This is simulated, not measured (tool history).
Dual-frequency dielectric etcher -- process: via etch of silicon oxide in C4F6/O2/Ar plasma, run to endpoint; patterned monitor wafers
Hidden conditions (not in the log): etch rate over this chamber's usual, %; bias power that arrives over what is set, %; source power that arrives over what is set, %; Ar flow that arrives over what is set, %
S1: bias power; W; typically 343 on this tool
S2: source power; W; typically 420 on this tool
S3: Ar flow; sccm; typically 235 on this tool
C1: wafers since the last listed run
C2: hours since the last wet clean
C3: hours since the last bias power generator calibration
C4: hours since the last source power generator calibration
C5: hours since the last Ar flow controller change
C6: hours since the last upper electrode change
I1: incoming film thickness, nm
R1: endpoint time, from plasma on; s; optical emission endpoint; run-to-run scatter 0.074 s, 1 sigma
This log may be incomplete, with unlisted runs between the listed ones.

run	hour	S1	S2	S3	C1	C2	C3	C4	C5	C6	I1	R1
1	0.0	343	420	235	0	179.5	3500.4	1850.4	2518.5	3594.4	85.4	20.4
2	44.3	343	420	235	614	223.8	3544.7	1894.7	2562.8	3638.7	84.4	20.2
3	86.2	343	420	235	581	265.7	3586.6	1936.6	2604.7	3680.6	84.6	20.5
4	134.3	343	420	235	667	313.8	3634.7	1984.7	2652.8	3728.7	85.2	20.5
5	204.4	343	420	235	972	383.9	3704.8	2054.8	2722.9	3798.8	85.6	20.8
# hour 236.2: source power generator calibrated
6	244.6	305	330	211	502	424.1	3745.0	8.4	2763.1	3839.0	84.4	22.5
# hour 320.6: wet clean of the chamber
7	427.0	369	370	205	2196	106.4	3927.4	190.8	2945.5	4021.4	85.3	20.8
8	459.0	343	470	215	443	138.4	3959.4	222.8	2977.5	4053.4	85.3	19.6
# hour 503.2: Ar flow controller replaced
9	515.5	343	340	235	700	194.9	4015.9	279.3	12.3	4109.9	85.3	22.2
10	562.2	262	420	211	647	241.6	4062.6	326.0	59.0	4156.6	86.0	21.6
11	599.6	343	420	235	518	279.0	4100.0	363.4	96.4	4194.0	84.6	20.3
# hour 743.2: bias power generator calibrated
12	801.3	405	420	212	2741	480.7	58.1	565.1	298.1	4395.7	85.1	19.7
# hour 841.1: wet clean of the chamber
13	857.1	377	480	284	441	16.0	113.9	620.9	353.9	4451.5	85.0	19.3
14	917.0	343	420	235	830	75.9	173.8	680.8	413.8	4511.4	84.6	20.3
# hour 1065.1: upper electrode replaced
15	1065.6	314	420	256	1728	224.5	322.4	829.4	562.4	0.5	85.2	21.1
16	1085.1	299	390	198	270	244.0	341.9	848.9	581.9	20.0	85.4	21.5
17	1121.1	274	490	205	499	280.0	377.9	884.9	617.9	56.0	85.9	20.2
18	1174.8	372	420	217	744	333.7	431.6	938.6	671.6	109.7	84.5	19.9
19	1216.0	267	350	206	571	374.9	472.8	979.8	712.8	150.9	84.5	22.6
20	1261.0	343	420	278	624	419.9	517.8	1024.8	757.8	195.9	85.4	21.2
# hour 1323.0: wet clean of the chamber
21	1323.5	343	420	268	533	0.5	580.3	1087.3	820.3	258.4	85.3	20.6
22	1353.3	386	460	193	413	30.3	610.1	1117.1	850.1	288.2	85.5	18.7
23	1399.1	343	420	235	635	76.1	655.9	1162.9	895.9	334.0	84.8	20.5
24	1460.9	343	420	235	857	137.9	717.7	1224.7	957.7	395.8	84.6	20.2
25	1518.8	343	420	235	803	195.8	775.6	1282.6	1015.6	453.7	84.9	20.3
26	1567.2	343	420	235	671	244.2	824.0	1331.0	1064.0	502.1	85.3	20.6
27	1593.1	303	470	235	359	270.1	849.9	1356.9	1089.9	528.0	84.4	20.0
28	1629.8	343	420	235	509	306.8	886.6	1393.6	1126.6	564.7	85.1	20.5

Predict each of these 5 candidate next runs independently; none follows another, all start after run 28:
A	1630.2	343	420	235	5	307.2	887.0	1394.0	1127.0	565.1	84.4	?
B	1630.2	343	490	251	5	307.2	887.0	1394.0	1127.0	565.1	84.4	?
C	1630.2	315	420	211	5	307.2	887.0	1394.0	1127.0	565.1	84.4	?
D	1630.2	343	420	281	5	307.2	887.0	1394.0	1127.0	565.1	84.4	?
E	1630.2	372	420	293	5	307.2	887.0	1394.0	1127.0	565.1	84.4	?

run	R1
A	20.5
B	19.5
C	20.6
D	20.9
E	20.6
The same runs, with their run-to-run variation unchanged, on a tool lacking any hidden condition would have given:
run	R1
A	20.2
B	19.2
C	20.3
D	20.6
E	20.4
